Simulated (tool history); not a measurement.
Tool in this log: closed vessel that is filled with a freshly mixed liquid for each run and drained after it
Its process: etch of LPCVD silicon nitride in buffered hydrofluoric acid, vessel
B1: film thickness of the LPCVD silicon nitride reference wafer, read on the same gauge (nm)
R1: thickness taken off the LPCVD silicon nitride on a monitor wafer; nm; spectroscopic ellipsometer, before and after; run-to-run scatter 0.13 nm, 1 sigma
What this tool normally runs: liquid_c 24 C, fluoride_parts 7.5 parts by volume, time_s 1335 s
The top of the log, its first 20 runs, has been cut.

run 21 hour=229.5 | liquid_c=24 fluoride_parts=7.5 time_s=1335 | B1=79.95 | R1=26.04
-- hour=233.5 gauge calibrated
run 22 hour=239.8 | liquid_c=24 fluoride_parts=10 time_s=1335 | B1=80.01 | R1=19.71
run 23 hour=250 | liquid_c=27.5 fluoride_parts=7.5 time_s=570 | B1=80.03 | R1=13.35
run 24 hour=259.2 | liquid_c=24 fluoride_parts=10 time_s=705 | B1=80.05 | R1=10.37
run 25 hour=265.3 | liquid_c=26.5 fluoride_parts=7.5 time_s=740 | B1=80.01 | R1=16.57
run 26 hour=297.7 | liquid_c=20 fluoride_parts=7.5 time_s=1065 | B1=80 | R1=16.72
run 27 hour=309.4 | liquid_c=27 fluoride_parts=6 time_s=780 | B1=79.99 | R1=21.98
run 28 hour=320.9 | liquid_c=24 fluoride_parts=7.5 time_s=1335 | B1=79.96 | R1=26.01
run 29 hour=329.5 | liquid_c=24 fluoride_parts=7.5 time_s=1335 | B1=80.02 | R1=26
run 30 hour=336.8 | liquid_c=26 fluoride_parts=10 time_s=1335 | B1=79.98 | R1=21.96
run 31 hour=352.7 | liquid_c=21 fluoride_parts=9.5 time_s=1660 | B1=79.99 | R1=21.49
run 32 hour=361.7 | liquid_c=21 fluoride_parts=7.5 time_s=770 | B1=80 | R1=12.74
run 33 hour=370.3 | liquid_c=28 fluoride_parts=8.5 time_s=1335 | B1=80.01 | R1=28.14

Consider 3 possible next runs. They are alternatives, not a sequence: every one starts from the tool as it was left by run 33. What does each give?
run A hour=371.3 | liquid_c=24 fluoride_parts=7.5 time_s=1335 | B1=? | R1=?
run B hour=371.3 | liquid_c=24 fluoride_parts=7.5 time_s=1000 | B1=? | R1=?
run C hour=371.3 | liquid_c=24 fluoride_parts=7.5 time_s=655 | B1=? | R1=?

run=A B1=80 R1=26.21
run=B B1=80 R1=19.63
run=C B1=80 R1=12.86
What these runs would have given with no unlogged condition in the tool:
run=A R1=25.28
run=B R1=18.94
run=C R1=12.4
